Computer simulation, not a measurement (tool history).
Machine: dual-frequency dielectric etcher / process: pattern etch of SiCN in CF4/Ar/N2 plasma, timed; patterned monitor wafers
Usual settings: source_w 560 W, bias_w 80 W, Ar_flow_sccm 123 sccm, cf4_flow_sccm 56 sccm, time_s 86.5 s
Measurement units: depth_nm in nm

run	hour	source_w	bias_w	Ar_flow_sccm	cf4_flow_sccm	time_s	read-back reference wafer on the same gauge, depth_nm	depth_nm
1	0	480	96	123	62	86.5	73.3	79.2
2	46.1	560	80	123	56	86.5	73.3	80.8
# hour 89.5: wet clean of the chamber
# hour 162.4: gauge calibrated
3	198.8	560	80	123	56	86.5	73.3	80.6
4	254.3	560	91	144	56	72.5	73.3	68
5	357.5	560	93	123	56	62	73.4	59.9
6	446.5	560	80	123	56	86.5	73.3	80.7
7	533.6	680	80	123	62	86.5	73.3	91.6
8	631.7	560	80	123	64	86.5	73.3	82.2
9	718.1	560	80	123	56	86.5	73.3	81.1
10	755.9	560	80	123	56	86.5	73.3	80.6
# hour 788.5: Ar flow controller replaced
# hour 815.4: wet clean of the chamber
11	815.9	640	74	135	48	86.5	73.3	81.8
# hour 882.6: CF4 flow controller replaced
12	896.4	560	80	123	56	109.5	73.3	101.8
13	996.2	650	97	123	56	111	73.4	118.6
14	1097.5	560	80	123	47	86.5	73.3	78.8
15	1173.3	560	80	123	56	86.5	73.3	80.9
16	1215.7	560	91	144	56	72.5	73.3	67.9
17	1284.2	500	80	151	56	86.5	73.2	72.5
# hour 1303.1: bias power generator calibrated
18	1373.5	560	80	123	56	86.5	73.3	81.1
19	1458.7	500	75	123	63	93	73.3	81.1
# hour 1507.8: wet clean of the chamber
20	1549.9	560	60	123	56	86.5	73.3	75.9
21	1622.1	560	80	95	56	86.5	73.3	87
22	1658.4	500	80	123	56	86.5	73.3	76.5

For each run, what was the tool's unlogged condition?
etch rate over this chamber's usual, %: 0 in every run
source power that arrives over what is set, %: 0 in every run
bias power that arrives over what is set, %: 0 in every run
Ar flow that arrives over what is set, %: 0 in every run
CF4 flow that arrives over what is set, %: 0 in every run
gauge reads high (%): 0 in every run
